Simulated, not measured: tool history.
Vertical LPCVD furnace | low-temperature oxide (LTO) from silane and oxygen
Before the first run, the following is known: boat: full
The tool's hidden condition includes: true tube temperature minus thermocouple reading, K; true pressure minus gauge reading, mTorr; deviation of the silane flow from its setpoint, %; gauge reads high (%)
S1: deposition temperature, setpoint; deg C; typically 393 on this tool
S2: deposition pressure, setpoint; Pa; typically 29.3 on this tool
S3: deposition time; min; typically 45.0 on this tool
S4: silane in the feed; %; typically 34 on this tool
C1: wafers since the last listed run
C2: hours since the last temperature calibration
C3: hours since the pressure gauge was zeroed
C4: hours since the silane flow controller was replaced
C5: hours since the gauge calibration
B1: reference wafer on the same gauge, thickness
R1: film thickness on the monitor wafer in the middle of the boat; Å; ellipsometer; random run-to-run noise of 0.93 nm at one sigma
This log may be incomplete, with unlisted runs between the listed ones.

| run | hour | S1 | S2 | S3 | S4 | C1 | C2 | C3 | C4 | C5 | B1 | R1 |
|---|---|---|---|---|---|---|---|---|---|---|---|---|
| 1 | 0.0 | 393 | 29.3 | 45.0 | 34 | 0 | 1910.7 | 2179.3 | 4723.7 | 118.8 | 301.99 | 3377.8 |
| 2 | 15.8 | 393 | 29.3 | 45.0 | 34 | 293 | 1926.5 | 2195.1 | 4739.5 | 134.6 | 301.93 | 3373.2 |
| 3 | 31.0 | 393 | 29.3 | 45.0 | 34 | 282 | 1941.7 | 2210.3 | 4754.7 | 149.8 | 301.73 | 3385.7 |
| 4 | 65.2 | 393 | 29.3 | 40.0 | 34 | 634 | 1975.9 | 2244.5 | 4788.9 | 184.0 | 302.16 | 3007.8 |
| 5 | 88.2 | 393 | 29.3 | 40.0 | 34 | 426 | 1998.9 | 2267.5 | 4811.9 | 207.0 | 301.83 | 2998.7 |
| 6 | 122.1 | 393 | 29.3 | 45.0 | 34 | 628 | 2032.8 | 2301.4 | 4845.8 | 240.9 | 301.92 | 3374.6 |
|  | 166.3 | thermocouples replaced and temperature profile calibrated |
| 7 | 166.8 | 393 | 29.3 | 45.0 | 34 | 384 | 0.5 | 2346.1 | 4890.5 | 285.6 | 301.77 | 3376.3 |
| 8 | 172.3 | 393 | 29.3 | 45.0 | 34 | 102 | 6.0 | 2351.6 | 4896.0 | 291.1 | 301.80 | 3357.9 |
| 9 | 187.4 | 393 | 29.3 | 45.0 | 34 | 280 | 21.1 | 2366.7 | 4911.1 | 306.2 | 301.96 | 3389.3 |
|  | 213.3 | silane flow controller replaced |
| 10 | 216.6 | 393 | 29.3 | 45.0 | 34 | 96 | 50.3 | 2395.9 | 3.3 | 335.4 | 302.02 | 3225.3 |
| 11 | 250.9 | 393 | 29.3 | 45.0 | 34 | 636 | 84.6 | 2430.2 | 37.6 | 369.7 | 301.88 | 3209.9 |
| 12 | 276.4 | 393 | 29.3 | 45.0 | 34 | 473 | 110.1 | 2455.7 | 63.1 | 395.2 | 301.74 | 3224.3 |
| 13 | 308.8 | 393 | 29.3 | 45.0 | 34 | 601 | 142.5 | 2488.1 | 95.5 | 427.6 | 301.93 | 3210.6 |
| 14 | 340.4 | 393 | 29.3 | 45.0 | 34 | 586 | 174.1 | 2519.7 | 127.1 | 459.2 | 301.81 | 3213.2 |
| 15 | 360.4 | 405 | 29.3 | 45.0 | 34 | 371 | 194.1 | 2539.7 | 147.1 | 479.2 | 301.77 | 3700.4 |
| 16 | 373.7 | 404 | 22.0 | 52.0 | 30 | 246 | 207.4 | 2553.0 | 160.4 | 492.5 | 302.05 | 2631.9 |
|  | 380.9 | gauge calibrated |
| 17 | 405.4 | 393 | 29.3 | 54.5 | 34 | 588 | 239.1 | 2584.7 | 192.1 | 24.5 | 302.35 | 3917.5 |
| 18 | 420.7 | 397 | 26.7 | 30.0 | 31 | 283 | 254.4 | 2600.0 | 207.4 | 39.8 | 302.22 | 1795.9 |
| 19 | 450.0 | 393 | 29.3 | 45.0 | 34 | 543 | 283.7 | 2629.3 | 236.7 | 69.1 | 302.33 | 3232.8 |
|  | 485.0 | pressure gauge zeroed |
| 20 | 485.5 | 404 | 29.3 | 37.5 | 37 | 213 | 319.2 | 0.5 | 272.2 | 104.6 | 302.24 | 3547.0 |
| 21 | 504.0 | 393 | 29.3 | 45.0 | 34 | 343 | 337.7 | 19.0 | 290.7 | 123.1 | 302.04 | 3382.7 |
| 22 | 521.4 | 393 | 29.3 | 45.0 | 34 | 322 | 355.1 | 36.4 | 308.1 | 140.5 | 302.14 | 3363.0 |
| 23 | 543.4 | 393 | 29.3 | 45.0 | 34 | 408 | 377.1 | 58.4 | 330.1 | 162.5 | 302.05 | 3365.9 |
| 24 | 571.7 | 396 | 29.3 | 59.0 | 36 | 525 | 405.4 | 86.7 | 358.4 | 190.8 | 302.03 | 4954.4 |
| 25 | 599.5 | 382 | 26.7 | 45.0 | 34 | 515 | 433.2 | 114.5 | 386.2 | 218.6 | 301.84 | 2683.8 |
| 26 | 635.3 | 398 | 29.3 | 28.0 | 34 | 664 | 469.0 | 150.3 | 422.0 | 254.4 | 302.16 | 2225.3 |
| 27 | 650.2 | 387 | 27.3 | 45.0 | 29 | 276 | 483.9 | 165.2 | 436.9 | 269.3 | 302.10 | 2322.5 |
| 28 | 676.2 | 397 | 27.3 | 60.5 | 40 | 482 | 509.9 | 191.2 | 462.9 | 295.3 | 301.85 | 5470.2 |
| 29 | 717.8 | 400 | 29.3 | 45.0 | 34 | 771 | 551.5 | 232.8 | 504.5 | 336.9 | 302.11 | 3657.0 |
| 30 | 731.8 | 393 | 29.3 | 45.0 | 40 | 259 | 565.5 | 246.8 | 518.5 | 350.9 | 301.68 | 4157.1 |

Hidden state at the last listed run before each entry between runs and at the first one after, where it differs:
After run 6, before run 7: thermocouples replaced and temperature profile calibrated (hour 166.3)
  true pressure minus gauge reading, mTorr: -5.23 -> -5.47; deviation of the silane flow from its setpoint, %: 5.67 -> 5.68
  measured result minus the result with no hidden state, R1: +84.2 -> +80.6 Å
After run 9, before run 10: silane flow controller replaced (hour 213.3)
  true pressure minus gauge reading, mTorr: -5.58 -> -5.75; deviation of the silane flow from its setpoint, %: 5.68 -> 0.458
  measured result minus the result with no hidden state, R1: +79.3 -> -72.7 Å
After run 16, before run 17: gauge calibrated (hour 380.9)
  true pressure minus gauge reading, mTorr: -6.65 -> -6.84; deviation of the silane flow from its setpoint, %: 1.11 -> 1.23
  measured result minus the result with no hidden state, R1: -80.1 -> -80.9 Å
After run 19, before run 20: pressure gauge zeroed (hour 485.0)
  true pressure minus gauge reading, mTorr: -7.11 -> 1.42; deviation of the silane flow from its setpoint, %: 1.4 -> 1.53
  measured result minus the result with no hidden state, R1: -66.0 -> +65.1 Å
